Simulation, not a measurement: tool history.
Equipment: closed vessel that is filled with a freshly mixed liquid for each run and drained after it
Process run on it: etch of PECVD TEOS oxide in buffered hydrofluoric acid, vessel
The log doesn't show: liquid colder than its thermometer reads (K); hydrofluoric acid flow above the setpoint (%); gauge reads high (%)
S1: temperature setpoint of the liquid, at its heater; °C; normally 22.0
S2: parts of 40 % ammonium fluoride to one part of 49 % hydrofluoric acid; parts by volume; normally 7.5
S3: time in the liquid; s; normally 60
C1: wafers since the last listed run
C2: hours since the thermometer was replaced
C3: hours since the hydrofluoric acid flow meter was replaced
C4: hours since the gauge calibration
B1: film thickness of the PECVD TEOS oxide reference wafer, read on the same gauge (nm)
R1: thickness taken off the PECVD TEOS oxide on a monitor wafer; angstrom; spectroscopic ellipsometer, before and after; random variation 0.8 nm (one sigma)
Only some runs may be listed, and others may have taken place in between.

| run | day | S1 | S2 | S3 | C1 | C2 | C3 | C4 | B1 | R1 |
|---|---|---|---|---|---|---|---|---|---|---|
| 1 | 0.000 | 22.0 | 7.5 | 60 | 0 | 741.5 | 39.0 | 1269.5 | 59.97 | 1095.0 |
| 2 | 3.362 | 22.0 | 7.5 | 60 | 5871 | 822.2 | 119.7 | 1350.2 | 59.99 | 1090.9 |
| 3 | 7.496 | 22.0 | 7.5 | 70 | 7217 | 921.4 | 218.9 | 1449.4 | 60.00 | 1298.3 |
| 4 | 10.779 | 22.0 | 7.5 | 60 | 5733 | 1000.2 | 297.7 | 1528.2 | 60.02 | 1101.3 |
| 5 | 13.596 | 22.0 | 7.5 | 60 | 4918 | 1067.8 | 365.3 | 1595.8 | 60.00 | 1129.5 |
| 6 | 16.462 | 22.0 | 7.5 | 50 | 5005 | 1136.6 | 434.1 | 1664.6 | 60.00 | 919.6 |
| 7 | 18.262 | 22.0 | 7.5 | 60 | 3142 | 1179.8 | 477.3 | 1707.8 | 60.00 | 1113.3 |
| 8 | 21.367 | 22.0 | 7.5 | 60 | 5420 | 1254.3 | 551.8 | 1782.3 | 59.98 | 1127.4 |
| 9 | 23.262 | 22.0 | 7.5 | 60 | 3310 | 1299.8 | 597.3 | 1827.8 | 60.00 | 1139.4 |
| 10 | 25.271 | 22.0 | 7.5 | 60 | 3506 | 1348.0 | 645.5 | 1876.0 | 60.05 | 1125.3 |
| 11 | 28.704 | 22.0 | 7.5 | 60 | 5994 | 1430.4 | 727.9 | 1958.4 | 60.06 | 1140.8 |
| 12 | 32.617 | 22.0 | 7.5 | 60 | 6831 | 1524.3 | 821.8 | 2052.3 | 60.01 | 1151.9 |
|  | 33.658 | gauge calibrated |
|  | 35.462 | hydrofluoric acid flow meter replaced |
| 13 | 36.775 | 22.0 | 7.5 | 60 | 7188 | 1624.1 | 31.5 | 74.8 | 59.98 | 1048.6 |
|  | 39.275 | thermometer replaced |
| 14 | 48.454 | 20.5 | 7.5 | 70 | 20320 | 220.3 | 311.8 | 355.1 | 60.01 | 1223.6 |
| 15 | 51.000 | 22.0 | 7.5 | 60 | 4445 | 281.4 | 372.9 | 416.2 | 59.98 | 1141.8 |
| 16 | 55.354 | 22.0 | 7.5 | 60 | 7602 | 385.9 | 477.4 | 520.7 | 60.00 | 1129.7 |
| 17 | 58.312 | 22.0 | 9.0 | 45 | 5165 | 456.9 | 548.4 | 591.7 | 60.00 | 703.5 |
| 18 | 60.762 | 25.0 | 5.0 | 60 | 4277 | 515.7 | 607.2 | 650.5 | 59.98 | 1949.5 |
| 19 | 64.888 | 22.0 | 9.0 | 60 | 7202 | 614.7 | 706.2 | 749.5 | 59.97 | 949.1 |
| 20 | 68.471 | 20.5 | 7.5 | 60 | 6256 | 700.7 | 792.2 | 835.5 | 60.03 | 1059.9 |
|  | 70.204 | hydrofluoric acid flow meter replaced |
| 21 | 70.362 | 22.0 | 7.5 | 60 | 3230 | 746.1 | 3.8 | 880.9 | 60.00 | 1088.3 |
| 22 | 73.325 | 22.0 | 7.5 | 80 | 5172 | 817.2 | 74.9 | 952.0 | 60.02 | 1462.5 |
| 23 | 77.117 | 22.0 | 7.5 | 60 | 6620 | 908.2 | 165.9 | 1043.0 | 60.01 | 1096.6 |
| 24 | 80.433 | 19.5 | 8.5 | 60 | 5791 | 987.8 | 245.5 | 1122.6 | 60.05 | 834.0 |

For run 25, what comes out?
| 25 | 82.392 | 22.0 | 7.5 | 60 | 3419 | 1034.8 | 292.5 | 1169.6 | ? | ? |

Run 25 yielded B1 60.00, R1 1088.2 angstrom.
Minus the tool's unlogged condition, the same run would have read R1 1111.2 angstrom.

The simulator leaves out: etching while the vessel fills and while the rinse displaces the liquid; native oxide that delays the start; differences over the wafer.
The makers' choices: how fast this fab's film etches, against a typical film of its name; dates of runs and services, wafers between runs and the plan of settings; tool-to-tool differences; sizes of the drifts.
